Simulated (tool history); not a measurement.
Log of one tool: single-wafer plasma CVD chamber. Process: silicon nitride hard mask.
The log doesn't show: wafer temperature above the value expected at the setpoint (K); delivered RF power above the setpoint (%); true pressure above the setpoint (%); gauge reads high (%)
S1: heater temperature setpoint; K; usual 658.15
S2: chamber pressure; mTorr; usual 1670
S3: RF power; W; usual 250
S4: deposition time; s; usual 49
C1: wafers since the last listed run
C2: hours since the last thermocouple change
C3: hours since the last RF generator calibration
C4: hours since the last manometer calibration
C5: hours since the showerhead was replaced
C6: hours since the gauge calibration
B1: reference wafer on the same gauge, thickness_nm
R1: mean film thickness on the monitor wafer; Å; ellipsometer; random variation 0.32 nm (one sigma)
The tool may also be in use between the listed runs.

Run 1, day 0: usual settings; C1 0; C2 1352.7; C3 1491.8; C4 914.6; C5 5784.4; C6 981.8; B1 51.12. Result: R1 510.69 Å.
At day 1.588: RF generator calibrated.
Run 2, day 3.667: usual settings; C1 915; C2 1440.7; C3 49.9; C4 1002.6; C5 5872.4; C6 1069.8; B1 51.079. Result: R1 509.45 Å.
Run 3, day 5.3: usual settings; C1 448; C2 1479.9; C3 89.1; C4 1041.8; C5 5911.6; C6 1109; B1 51.025. Result: R1 512.09 Å.
Run 4, day 13.162: usual settings; C1 2159; C2 1668.6; C3 277.8; C4 1230.5; C5 6100.3; C6 1297.7; B1 51.019. Result: R1 511.25 Å.
At day 15.254: gauge calibrated.
Run 5, day 15.721: usual settings; C1 702; C2 1730; C3 339.2; C4 1291.9; C5 6161.7; C6 11.2; B1 53.551. Result: R1 530 Å.
Run 6, day 19.721: usual settings; C1 1098; C2 1826; C3 435.2; C4 1387.9; C5 6257.7; C6 107.2; B1 53.002. Result: R1 535.2 Å.
At day 22.558: capacitance manometer re-zeroed and calibrated.
Run 7, day 23.588: usual settings; C1 970; C2 1918.8; C3 528; C4 24.7; C5 6350.5; C6 200; B1 52.582. Result: R1 524.55 Å.
Run 8, day 26.746: usual settings; C1 867; C2 1994.6; C3 603.8; C4 100.5; C5 6426.3; C6 275.8; B1 52.368. Result: R1 523.02 Å.
At day 27.333: showerhead replaced.
Run 9, day 31.021: usual settings but S1 652.15 K, S4 56.5 s; C1 1082; C2 2097.2; C3 706.4; C4 203.1; C5 88.5; C6 378.4; B1 51.975. Result: R1 600.42 Å.
Run 10, day 35.15: usual settings but S1 652.15 K, S4 56.5 s; C1 1134; C2 2196.3; C3 805.5; C4 302.2; C5 187.6; C6 477.5; B1 51.746. Result: R1 597.22 Å.
Run 11, day 38.05: usual settings; C1 796; C2 2265.9; C3 875.1; C4 371.8; C5 257.2; C6 547.1; B1 51.641. Result: R1 517.2 Å.
At day 38.433: thermocouple changed; heater temperature recalibrated.
Run 12, day 40.412: usual settings; C1 557; C2 47.5; C3 931.8; C4 428.5; C5 313.9; C6 603.8; B1 51.576. Result: R1 515.5 Å.
Run 13, day 44.367: usual settings; C1 1086; C2 142.4; C3 1026.7; C4 523.4; C5 408.8; C6 698.7; B1 51.4. Result: R1 519.8 Å.

Run 14 comes next. What will it give?
Run 14, day 47.154: usual settings; C1 765; C2 209.3; C3 1093.6; C4 590.3; C5 475.7; C6 765.6; B1 ?. Result: R1 ?.

{"run 14": {"B1": 51.337, "R1": 516.61}}
Without the tool's hidden state the same run would have given R1 542.23 Å.
